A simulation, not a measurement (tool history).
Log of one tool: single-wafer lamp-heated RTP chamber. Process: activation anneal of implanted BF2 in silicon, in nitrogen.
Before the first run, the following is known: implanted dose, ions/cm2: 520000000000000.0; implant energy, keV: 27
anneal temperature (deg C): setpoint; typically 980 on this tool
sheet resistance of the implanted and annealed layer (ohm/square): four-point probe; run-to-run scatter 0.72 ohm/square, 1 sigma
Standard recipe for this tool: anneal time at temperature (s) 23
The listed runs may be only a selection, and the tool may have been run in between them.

run,day,anneal temperature (deg C),anneal time at temperature (s),"read-back reference wafer on the same gauge, sheet resistance",sheet resistance of the implanted and annealed layer (ohm/square)
1,0,967,23,234.95,242.28
2,0.525,980,23,234.88,235.27
3,1.762,1000,16,235.19,229.57
4,2.588,980,32,235.1,232.2
5,3.275,980,32,234.89,232.43
6,4.646,980,23,234.98,234.93
7,5.3,980,23,234.76,234.37
8,6.033,963,23,235.18,245.11
9,7.388,962,23,234.87,243.89
10,8.429,962,23,234.95,243.97
11,9.017,962,23,235.16,245.43
12,9.704,959,23,234.95,247.43
13,11.042,959,23,234.85,245.87
# day 11.608: pyrometer window cleaned and pyrometer calibrated
14,11.788,980,23,234.91,231.75
15,12.3,980,23,234.81,230.7
16,13.262,980,23,234.76,229.87
17,14.712,957,23,235.28,241.87
18,16.158,980,23,235.08,229.21
# day 16.875: pyrometer window cleaned and pyrometer calibrated, repeated, since the last time left the tool worse
19,16.904,980,23,234.95,237.22
20,18.2,980,23,235.03,236.81
21,19.371,968,28,235.04,243.6
# day 20.625: reflector plate cleaned
22,20.646,952,18,235.08,265.49
23,22.017,996,14,235.04,232.53
24,22.625,980,23,235.17,236.77
25,23.671,955,32,235.02,251.74
# day 24.262: gauge calibrated
26,25.012,954,16,234.86,261.77
27,26.396,1006,31,235.17,226.38
28,27.238,1008,23,235.2,226.24
29,27.967,980,18,235.06,236.98
30,29.142,997,27,234.76,229.33
31,29.992,1009,23,235.05,225.94
32,31.033,980,10,234.91,241.94
33,32.129,951,23,235.23,257.77
34,33.562,996,14,235.02,232.08
35,34.738,980,23,234.99,233.52
36,35.779,970,36,234.96,236.48
37,36.929,967,9,234.91,248.95

Subtracting, for every run, the result it would have given without the tool's unlogged condition from the measured result gives the following. The same run-to-run variation enters both numbers; the gauge's scatter may not:
Hidden state present: true wafer temperature minus pyrometer reading, K; wafer temperature error from the tarnished reflector plate, K; gauge reads high (%).
run,sheet resistance of the implanted and annealed layer (ohm/square)
1,-3.04
2,-2.17
3,-1.35
4,-2.27
5,-2.41
6,-3.02
7,-3.17
8,-5.53
9,-6.22
10,-6.67
11,-6.98
12,-7.93
13,-8.57
14,-6.81
15,-6.79
16,-6.77
17,-13.43
18,-6.84
19,-0.17
20,-0.19
21,-0.29
22,-0.61
23,-0.24
24,-0.4
25,-0.93
26,-1.38
27,-0.37
28,-0.39
29,-1.1
30,-0.7
31,-0.56
32,-1.93
33,-3.93
34,-1.37
35,-2.28
36,-2.89
37,-4.95
